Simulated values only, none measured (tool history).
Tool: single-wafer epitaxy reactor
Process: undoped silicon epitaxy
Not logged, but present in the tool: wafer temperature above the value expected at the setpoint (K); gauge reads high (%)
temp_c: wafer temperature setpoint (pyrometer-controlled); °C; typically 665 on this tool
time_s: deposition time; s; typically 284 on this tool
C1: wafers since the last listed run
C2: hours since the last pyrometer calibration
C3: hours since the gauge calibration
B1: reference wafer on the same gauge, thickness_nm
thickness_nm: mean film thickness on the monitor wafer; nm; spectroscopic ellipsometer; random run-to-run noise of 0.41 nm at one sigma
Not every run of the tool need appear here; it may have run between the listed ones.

Run 1, day 0: usual settings; C1 0; C2 141.3; C3 1415.7; B1 66.917. Result: thickness_nm 73.198 nm.
Run 2, day 3.654: usual settings; C1 549; C2 229; C3 1503.4; B1 67.051. Result: thickness_nm 73.809 nm.
Run 3, day 5.567: usual settings; C1 287; C2 274.9; C3 1549.3; B1 66.978. Result: thickness_nm 73.628 nm.
Run 4, day 7.879: usual settings; C1 347; C2 330.4; C3 1604.8; B1 66.916. Result: thickness_nm 74.235 nm.
Run 5, day 9.833: usual settings; C1 294; C2 377.3; C3 1651.7; B1 66.97. Result: thickness_nm 73.991 nm.
Run 6, day 18.542: usual settings but time_s 301 s; C1 1310; C2 586.3; C3 1860.7; B1 67.062. Result: thickness_nm 79.319 nm.
Run 7, day 21.971: usual settings but time_s 301 s; C1 515; C2 668.6; C3 1943; B1 67.054. Result: thickness_nm 79.619 nm.
Run 8, day 23.65: usual settings; C1 252; C2 708.9; C3 1983.3; B1 66.961. Result: thickness_nm 74.794 nm.
Run 9, day 25.546: usual settings; C1 285; C2 754.4; C3 2028.8; B1 66.917. Result: thickness_nm 75.333 nm.
Run 10, day 28.004: usual settings; C1 369; C2 813.4; C3 2087.8; B1 67.129. Result: thickness_nm 75.08 nm.
Run 11, day 31.292: usual settings; C1 494; C2 892.3; C3 2166.7; B1 66.886. Result: thickness_nm 75.151 nm.
Run 12, day 32.867: usual settings but temp_c 675 °C; C1 236; C2 930.1; C3 2204.5; B1 67.124. Result: thickness_nm 95.286 nm.
Run 13, day 35.925: usual settings but temp_c 675 °C; C1 460; C2 1003.5; C3 2277.9; B1 67.092. Result: thickness_nm 95.94 nm.
Run 14, day 39.417: usual settings but temp_c 675 °C; C1 525; C2 1087.3; C3 2361.7; B1 66.897. Result: thickness_nm 95.008 nm.
Run 15, day 52.571: usual settings; C1 1979; C2 1403; C3 2677.4; B1 67.084. Result: thickness_nm 75.607 nm.
Run 16, day 56.454: usual settings; C1 584; C2 1496.2; C3 2770.6; B1 67.051. Result: thickness_nm 75.326 nm.
At day 64.858: gauge calibrated.
Run 17, day 66.875: usual settings; C1 1567; C2 1746.3; C3 48.4; B1 67.171. Result: thickness_nm 76.242 nm.
Run 18, day 70.221: usual settings; C1 503; C2 1826.6; C3 128.7; B1 66.909. Result: thickness_nm 75.859 nm.
Run 19, day 74.117: usual settings; C1 586; C2 1920.1; C3 222.2; B1 67.028. Result: thickness_nm 76.065 nm.
Run 20, day 76.996: usual settings but temp_c 654 °C, time_s 267 s; C1 433; C2 1989.2; C3 291.3; B1 66.897. Result: thickness_nm 54.896 nm.
Run 21, day 80.279: usual settings but temp_c 656 °C, time_s 304 s; C1 493; C2 2068; C3 370.1; B1 66.851. Result: thickness_nm 66.176 nm.
At day 83.7: pyrometer calibrated.
Run 22, day 83.721: usual settings but temp_c 655 °C, time_s 310 s; C1 467; C2 0.5; C3 452.7; B1 66.972. Result: thickness_nm 61.103 nm.
Run 23, day 85.529: usual settings; C1 272; C2 43.9; C3 496.1; B1 66.789. Result: thickness_nm 71.82 nm.
Run 24, day 87.954: usual settings; C1 364; C2 102.1; C3 554.3; B1 66.985. Result: thickness_nm 72.498 nm.
Run 25, day 91.075: usual settings but time_s 314 s; C1 469; C2 177; C3 629.2; B1 66.95. Result: thickness_nm 79.993 nm.
Run 26, day 95.117: usual settings but time_s 227 s; C1 608; C2 274; C3 726.2; B1 67.157. Result: thickness_nm 58.322 nm.
Run 27, day 97.071: usual settings but temp_c 672 °C; C1 294; C2 320.9; C3 773.1; B1 67.039. Result: thickness_nm 86.185 nm.
Run 28, day 101.483: usual settings but time_s 265 s; C1 663; C2 426.8; C3 879; B1 67.108. Result: thickness_nm 68.804 nm.
Run 29, day 105.496: usual settings but temp_c 654 °C, time_s 227 s; C1 603; C2 523.1; C3 975.3; B1 67.129. Result: thickness_nm 45.002 nm.
Run 30, day 109.192: usual settings; C1 556; C2 611.8; C3 1064; B1 66.937. Result: thickness_nm 74.109 nm.
Run 31, day 111.808: usual settings; C1 393; C2 674.6; C3 1126.8; B1 66.997. Result: thickness_nm 73.72 nm.
Run 32, day 115.883: usual settings; C1 613; C2 772.4; C3 1224.6; B1 66.991. Result: thickness_nm 74.496 nm.
Run 33, day 119.454: usual settings; C1 537; C2 858.1; C3 1310.3; B1 66.829. Result: thickness_nm 73.999 nm.
Run 34, day 123.375: usual settings but temp_c 653 °C, time_s 236 s; C1 589; C2 952.2; C3 1404.4; B1 66.939. Result: thickness_nm 45.981 nm.
Run 35, day 125.283: usual settings; C1 287; C2 998; C3 1450.2; B1 67.065. Result: thickness_nm 74.752 nm.
Run 36, day 129.367: usual settings but temp_c 679 °C, time_s 331 s; C1 614; C2 1096; C3 1548.2; B1 66.923. Result: thickness_nm 119.855 nm.
Run 37, day 131.246: usual settings but temp_c 676 °C, time_s 332 s; C1 282; C2 1141.1; C3 1593.3; B1 66.877. Result: thickness_nm 113.945 nm.
Run 38, day 133.942: usual settings but temp_c 656 °C; C1 405; C2 1205.8; C3 1658; B1 67.105. Result: thickness_nm 60.828 nm.
Run 39, day 138.162: usual settings; C1 635; C2 1307.1; C3 1759.3; B1 67.066. Result: thickness_nm 75.549 nm.

Describe how what the log doesn't record of the tool's condition differs between the last listed run preceding each entry between runs and the first listed run following it.
Run 16 -> run 17: gauge calibrated (day 64.858)
  wafer temperature above the value expected at the setpoint (K): 2.36 -> 2.43
  measured minus no-state result, thickness_nm: +4.149 -> +4.32 nm
Run 21 -> run 22: pyrometer calibrated (day 83.7)
  wafer temperature above the value expected at the setpoint (K): 2.49 -> -0.195
  measured minus no-state result, thickness_nm: +3.917 -> -0.294 nm
